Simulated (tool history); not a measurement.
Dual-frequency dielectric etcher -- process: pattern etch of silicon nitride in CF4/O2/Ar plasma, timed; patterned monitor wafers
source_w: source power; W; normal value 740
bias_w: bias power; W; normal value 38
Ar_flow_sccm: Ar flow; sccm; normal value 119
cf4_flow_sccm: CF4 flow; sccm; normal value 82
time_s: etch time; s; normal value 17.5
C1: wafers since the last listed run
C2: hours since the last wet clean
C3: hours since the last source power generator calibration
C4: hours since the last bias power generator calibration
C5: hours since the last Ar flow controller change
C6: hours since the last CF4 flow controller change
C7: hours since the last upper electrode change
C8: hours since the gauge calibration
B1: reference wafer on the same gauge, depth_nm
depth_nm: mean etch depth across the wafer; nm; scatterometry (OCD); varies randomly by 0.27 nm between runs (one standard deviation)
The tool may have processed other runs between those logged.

run 1 hour=0 | source_w=740 bias_w=48 Ar_flow_sccm=139 cf4_flow_sccm=62 time_s=14.5 | C1=0 C2=95.2 C3=4849.8 C4=1866.6 C5=60.3 C6=2307.1 C7=0.5 C8=230.7 | B1=37.61 | depth_nm=33.67
run 2 hour=0.3 | source_w=740 bias_w=38 Ar_flow_sccm=139 cf4_flow_sccm=82 time_s=17.5 | C1=6 C2=95.5 C3=4850.1 C4=1866.9 C5=60.6 C6=2307.4 C7=0.8 C8=231 | B1=37.6 | depth_nm=39.85
run 3 hour=1.2 | source_w=740 bias_w=38 Ar_flow_sccm=119 cf4_flow_sccm=82 time_s=17.5 | C1=20 C2=96.4 C3=4851 C4=1867.8 C5=61.5 C6=2308.3 C7=1.7 C8=231.9 | B1=37.54 | depth_nm=41.43
run 4 hour=11.2 | source_w=740 bias_w=38 Ar_flow_sccm=119 cf4_flow_sccm=93 time_s=17.5 | C1=223 C2=106.4 C3=4861 C4=1877.8 C5=71.5 C6=2318.3 C7=11.7 C8=241.9 | B1=37.61 | depth_nm=42.58
run 5 hour=28.5 | source_w=740 bias_w=38 Ar_flow_sccm=94 cf4_flow_sccm=82 time_s=17.5 | C1=386 C2=123.7 C3=4878.3 C4=1895.1 C5=88.8 C6=2335.6 C7=29 C8=259.2 | B1=37.58 | depth_nm=44.16
run 6 hour=41.2 | source_w=610 bias_w=45 Ar_flow_sccm=119 cf4_flow_sccm=73 time_s=17.5 | C1=283 C2=136.4 C3=4891 C4=1907.8 C5=101.5 C6=2348.3 C7=41.7 C8=271.9 | B1=37.61 | depth_nm=34.81
run 7 hour=50.5 | source_w=860 bias_w=38 Ar_flow_sccm=119 cf4_flow_sccm=82 time_s=17.5 | C1=207 C2=145.7 C3=4900.3 C4=1917.1 C5=110.8 C6=2357.6 C7=51 C8=281.2 | B1=37.73 | depth_nm=48.87
-- hour=62.6 bias power generator calibrated
run 8 hour=66.1 | source_w=740 bias_w=38 Ar_flow_sccm=119 cf4_flow_sccm=82 time_s=22 | C1=259 C2=161.3 C3=4915.9 C4=3.5 C5=126.4 C6=2373.2 C7=66.6 C8=296.8 | B1=37.47 | depth_nm=52.64
run 9 hour=72.4 | source_w=740 bias_w=38 Ar_flow_sccm=119 cf4_flow_sccm=82 time_s=17.5 | C1=140 C2=167.6 C3=4922.2 C4=9.8 C5=132.7 C6=2379.5 C7=72.9 C8=303.1 | B1=37.56 | depth_nm=41.8
-- hour=73.3 gauge calibrated
run 10 hour=81.6 | source_w=850 bias_w=38 Ar_flow_sccm=119 cf4_flow_sccm=62 time_s=17.5 | C1=205 C2=176.8 C3=4931.4 C4=19 C5=141.9 C6=2388.7 C7=82.1 C8=8.3 | B1=37.53 | depth_nm=45.84
run 11 hour=90.1 | source_w=860 bias_w=33 Ar_flow_sccm=93 cf4_flow_sccm=82 time_s=17.5 | C1=189 C2=185.3 C3=4939.9 C4=27.5 C5=150.4 C6=2397.2 C7=90.6 C8=16.8 | B1=37.58 | depth_nm=50.12
-- hour=102.2 source power generator calibrated
run 12 hour=104.6 | source_w=740 bias_w=38 Ar_flow_sccm=119 cf4_flow_sccm=82 time_s=17.5 | C1=234 C2=199.8 C3=2.4 C4=42 C5=164.9 C6=2411.7 C7=105.1 C8=31.3 | B1=37.61 | depth_nm=42.33
-- hour=111.7 CF4 flow controller replaced
run 13 hour=121.3 | source_w=610 bias_w=38 Ar_flow_sccm=101 cf4_flow_sccm=82 time_s=13 | C1=239 C2=216.5 C3=19.1 C4=58.7 C5=181.6 C6=9.6 C7=121.8 C8=48 | B1=37.5 | depth_nm=26.61
run 14 hour=133.5 | source_w=740 bias_w=38 Ar_flow_sccm=119 cf4_flow_sccm=82 time_s=13 | C1=272 C2=228.7 C3=31.3 C4=70.9 C5=193.8 C6=21.8 C7=134 C8=60.2 | B1=37.62 | depth_nm=31.5
run 15 hour=141.9 | source_w=740 bias_w=38 Ar_flow_sccm=119 cf4_flow_sccm=93 time_s=17.5 | C1=187 C2=237.1 C3=39.7 C4=79.3 C5=202.2 C6=30.2 C7=142.4 C8=68.6 | B1=37.71 | depth_nm=42.77
run 16 hour=154.2 | source_w=740 bias_w=31 Ar_flow_sccm=119 cf4_flow_sccm=98 time_s=19 | C1=274 C2=249.4 C3=52 C4=91.6 C5=214.5 C6=42.5 C7=154.7 C8=80.9 | B1=37.62 | depth_nm=45.46
run 17 hour=162.7 | source_w=740 bias_w=38 Ar_flow_sccm=119 cf4_flow_sccm=82 time_s=17.5 | C1=189 C2=257.9 C3=60.5 C4=100.1 C5=223 C6=51 C7=163.2 C8=89.4 | B1=37.72 | depth_nm=41.79
run 18 hour=169.8 | source_w=670 bias_w=38 Ar_flow_sccm=119 cf4_flow_sccm=82 time_s=19.5 | C1=158 C2=265 C3=67.6 C4=107.2 C5=230.1 C6=58.1 C7=170.3 C8=96.5 | B1=37.6 | depth_nm=42.39
run 19 hour=184 | source_w=740 bias_w=34 Ar_flow_sccm=109 cf4_flow_sccm=82 time_s=19 | C1=317 C2=279.2 C3=81.8 C4=121.4 C5=244.3 C6=72.3 C7=184.5 C8=110.7 | B1=37.63 | depth_nm=45.62
run 20 hour=198.6 | source_w=560 bias_w=47 Ar_flow_sccm=138 cf4_flow_sccm=64 time_s=17.5 | C1=326 C2=293.8 C3=96.4 C4=136 C5=258.9 C6=86.9 C7=199.1 C8=125.3 | B1=37.57 | depth_nm=30.75
run 21 hour=206 | source_w=840 bias_w=38 Ar_flow_sccm=119 cf4_flow_sccm=91 time_s=20 | C1=165 C2=301.2 C3=103.8 C4=143.4 C5=266.3 C6=94.3 C7=206.5 C8=132.7 | B1=37.58 | depth_nm=56.77
run 22 hour=215.6 | source_w=740 bias_w=46 Ar_flow_sccm=100 cf4_flow_sccm=100 time_s=21 | C1=214 C2=310.8 C3=113.4 C4=153 C5=275.9 C6=103.9 C7=216.1 C8=142.3 | B1=37.7 | depth_nm=57.57

How the hidden state differs across the entries between the runs, from the last listed run before each to the first after it:
Runs 7 to 8: bias power generator calibrated (hour 62.6)
  etch rate over this chamber's usual, %: 1.84 -> 2.02
  difference, measured minus the result without the unlogged condition, depth_nm: +0.88 -> +1.05 nm
Runs 9 to 10: gauge calibrated (hour 73.3)
  etch rate over this chamber's usual, %: 2.1 -> 2.2
  difference, measured minus the result without the unlogged condition, depth_nm: +0.85 -> +0.99 nm
Runs 11 to 12: source power generator calibrated (hour 102.2)
  etch rate over this chamber's usual, %: 2.3 -> 2.48
  difference, measured minus the result without the unlogged condition, depth_nm: +1.13 -> +1.02 nm
Runs 12 to 13: CF4 flow controller replaced (hour 111.7)
  etch rate over this chamber's usual, %: 2.48 -> 2.67
  difference, measured minus the result without the unlogged condition, depth_nm: +1.02 -> +0.69 nm
